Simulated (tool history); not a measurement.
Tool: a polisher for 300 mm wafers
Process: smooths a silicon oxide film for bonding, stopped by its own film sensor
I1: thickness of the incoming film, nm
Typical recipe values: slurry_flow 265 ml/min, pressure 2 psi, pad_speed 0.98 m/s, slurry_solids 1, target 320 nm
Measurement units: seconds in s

Run 1, day 0: usual settings; I1 382.3. Result: seconds 113.3 s.
Run 2, day 0.625: usual settings; I1 376.4. Result: seconds 107.8 s.
Run 3, day 1.242: usual settings; I1 383. Result: seconds 121.7 s.
Run 4, day 1.604: usual settings but pressure 1.7 psi; I1 378.5. Result: seconds 132.9 s.
Run 5, day 2.304: usual settings but pressure 1.7 psi; I1 386.9. Result: seconds 154.8 s.
Run 6, day 2.625: usual settings but pad_speed 1.22 m/s; I1 375.2. Result: seconds 92.2 s.
Run 7, day 3.183: usual settings but pad_speed 1.22 m/s; I1 378.4. Result: seconds 98.1 s.
Run 8, day 3.496: usual settings but pad_speed 1.22 m/s; I1 388. Result: seconds 101.2 s.
Run 9, day 4.146: usual settings; I1 376. Result: seconds 102.8 s.
Run 10, day 4.633: usual settings but slurry_flow 320 ml/min, pressure 1.5 psi, target 339 nm; I1 386.5. Result: seconds 121.6 s.
Run 11, day 5.329: usual settings but slurry_flow 320 ml/min, pressure 1.5 psi, target 339 nm; I1 385.2. Result: seconds 119.5 s.
Run 12, day 6.067: usual settings but pressure 1.3 psi, pad_speed 0.82 m/s; I1 371.4. Result: seconds 180 s.
Run 13, day 8.242: usual settings; I1 384.2. Result: seconds 135.8 s.
Run 14, day 9.012: usual settings but slurry_flow 310 ml/min, pad_speed 1.22 m/s; I1 375.1. Result: seconds 72.8 s.
Run 15, day 9.504: usual settings but slurry_flow 310 ml/min, pressure 1.6 psi, slurry_solids 1.15; I1 385.2. Result: seconds 126.8 s.
Run 16, day 9.842: usual settings but slurry_flow 335 ml/min, pad_speed 1.28 m/s, target 334 nm; I1 380.5. Result: seconds 63.3 s.
Run 17, day 10.508: usual settings but pressure 2.4 psi, pad_speed 0.9 m/s, slurry_solids 0.9, target 332 nm; I1 379.8. Result: seconds 81.2 s.
Run 18, day 10.996: usual settings; I1 380.7. Result: seconds 111.6 s.
Run 19, day 11.429: usual settings but slurry_flow 190 ml/min, pressure 1.3 psi, slurry_solids 0.75, target 307 nm; I1 381. Result: seconds 254.1 s.

Between the runs listed above, the log contained 5 entries, not reproduced here. Where in the sequence does each belong, and how does what the log doesn't record of the tool's condition differ from the listed run before to the listed run after?
Between runs 7 and 8: worn pad replaced by a new one (day 3.371)
  removal rate lost through wear of the pad, %: 13.4 -> 1.44; abrasive missing from the slurry, %: 17.5 -> 18.1
  measured less the result without the state, seconds: +20.2 -> +10 s
Between runs 10 and 11: head pressure recalibrated (day 4.817)
  removal rate lost through wear of the pad, %: 7.27 -> 9.3; abrasive missing from the slurry, %: 19.6 -> 20.4
  measured less the result without the state, seconds: +19.5 -> +21.8 s
Between runs 12 and 13: slurry nozzle cleaned (day 7.717)
  removal rate lost through wear of the pad, %: 10.7 -> 12.5; abrasive missing from the slurry, %: 21 -> 22.2
  measured less the result without the state, seconds: +35.5 -> +29.8 s
Between runs 13 and 14: slurry blender recalibrated (day 8.933); worn pad replaced by a new one (day 8.992)
  removal rate lost through wear of the pad, %: 12.5 -> 0.259; abrasive missing from the slurry, %: 22.2 -> 0.646
  measured less the result without the state, seconds: +29.8 -> +0.4 s
